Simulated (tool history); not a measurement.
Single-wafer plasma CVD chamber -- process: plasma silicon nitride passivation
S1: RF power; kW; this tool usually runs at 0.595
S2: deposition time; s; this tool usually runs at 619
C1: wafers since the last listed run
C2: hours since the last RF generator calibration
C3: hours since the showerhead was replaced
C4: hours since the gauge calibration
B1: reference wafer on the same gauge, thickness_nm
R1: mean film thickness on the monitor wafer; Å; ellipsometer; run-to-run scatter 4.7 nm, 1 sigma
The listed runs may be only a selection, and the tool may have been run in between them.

run,hour,S1,S2,C1,C2,C3,C4,B1,R1
1,0.0,0.595,619,0,1256.8,5977.4,1478.1,844.374,9751.42
2,64.7,0.595,619,221,1321.5,6042.1,1542.8,845.592,9744.42
3,113.2,0.595,619,166,1370.0,6090.6,1591.3,845.449,9705.34
4,198.4,0.595,619,291,1455.2,6175.8,1676.5,844.456,9638.75
5,295.9,0.560,586,333,1552.7,6273.3,1774.0,847.148,8905.42
6,338.4,0.595,554,145,1595.2,6315.8,1816.5,844.534,8676.63
7,451.0,0.595,554,385,1707.8,6428.4,1929.1,845.382,8628.66
8,517.9,0.595,554,229,1774.7,6495.3,1996.0,844.623,8579.34
9,564.8,0.595,534,160,1821.6,6542.2,2042.9,845.007,8294.04
# hour 590.6: RF generator calibrated
10,628.8,0.595,534,191,38.2,6606.2,2106.9,846.368,8559.86
11,672.1,0.655,619,148,81.5,6649.5,2150.2,846.298,10203.36
12,715.2,0.595,555,147,124.6,6692.6,2193.3,847.133,8787.23
13,783.3,0.595,619,233,192.7,6760.7,2261.4,845.976,9853.98
14,826.7,0.595,619,148,236.1,6804.1,2304.8,846.254,9932.72
15,905.9,0.595,619,271,315.3,6883.3,2384.0,844.341,9819.72
16,984.7,0.620,545,269,394.1,6962.1,2462.8,846.285,8855.74
17,1057.4,0.620,545,249,466.8,7034.8,2535.5,847.069,8810.07
# hour 1113.5: showerhead replaced
18,1119.9,0.595,561,186,529.3,6.4,2598.0,847.704,8916.06
19,1180.9,0.595,561,208,590.3,67.4,2659.0,845.733,8864.50
20,1235.3,0.595,561,186,644.7,121.8,2713.4,844.651,8910.65
21,1305.2,0.595,619,239,714.6,191.7,2783.3,845.881,9861.56
22,1343.3,0.595,700,130,752.7,229.8,2821.4,845.866,11105.42
23,1421.1,0.485,671,266,830.5,307.6,2899.2,846.694,10047.72
24,1525.1,0.595,619,356,934.5,411.6,3003.2,846.594,9833.56
25,1612.2,0.515,650,298,1021.6,498.7,3090.3,845.231,9878.55
26,1686.1,0.640,503,253,1095.5,572.6,3164.2,845.269,8077.95
27,1757.5,0.595,619,244,1166.9,644.0,3235.6,846.037,9811.39
28,1800.4,0.595,573,146,1209.8,686.9,3278.5,846.592,9041.47
29,1840.1,0.675,671,135,1249.5,726.6,3318.2,845.771,10998.42
30,1935.2,0.595,673,325,1344.6,821.7,3413.3,846.771,10598.22
# hour 1997.8: gauge calibrated
31,2031.6,0.545,580,330,1441.0,918.1,33.8,846.268,8841.07
32,2117.4,0.560,732,293,1526.8,1003.9,119.6,845.918,11228.12
33,2172.7,0.480,655,189,1582.1,1059.2,174.9,846.044,9593.69
34,2233.6,0.480,656,208,1643.0,1120.1,235.8,845.747,9625.23
35,2332.3,0.680,575,338,1741.7,1218.8,334.5,847.257,9214.82
# hour 2475.6: RF generator calibrated
36,2521.9,0.595,619,622,46.3,1408.4,524.1,846.291,9882.58
37,2820.9,0.595,619,1024,345.3,1707.4,823.1,846.670,9853.46
38,2890.0,0.595,619,236,414.4,1776.5,892.2,848.218,9843.73
39,2971.5,0.535,586,279,495.9,1858.0,973.7,845.610,9008.00
40,3113.3,0.595,536,485,637.7,1999.8,1115.5,846.066,8485.36
41,3162.9,0.595,619,169,687.3,2049.4,1165.1,844.780,9796.63

Describe how what the log doesn't record of the tool's condition differs between the last listed run preceding each entry between runs and the first listed run following it.
Runs 9 to 10: RF generator calibrated (hour 590.6)
  delivered RF power above the setpoint (%): -9.93 -> -0.214
  measured result minus the result with no hidden state, R1: -253.69 -> -5.30 Å
Runs 17 to 18: showerhead replaced (hour 1113.5)
  delivered RF power above the setpoint (%): -0.842 -> -1.02
  measured result minus the result with no hidden state, R1: -21.53 -> -26.49 Å
Runs 30 to 31: gauge calibrated (hour 1997.8)
  delivered RF power above the setpoint (%): -5.45 -> -6.23
  measured result minus the result with no hidden state, R1: -172.75 -> -165.53 Å
Runs 35 to 36: RF generator calibrated (hour 2475.6)
  delivered RF power above the setpoint (%): -9.01 -> -0.46
  measured result minus the result with no hidden state, R1: -254.04 -> -13.16 Å

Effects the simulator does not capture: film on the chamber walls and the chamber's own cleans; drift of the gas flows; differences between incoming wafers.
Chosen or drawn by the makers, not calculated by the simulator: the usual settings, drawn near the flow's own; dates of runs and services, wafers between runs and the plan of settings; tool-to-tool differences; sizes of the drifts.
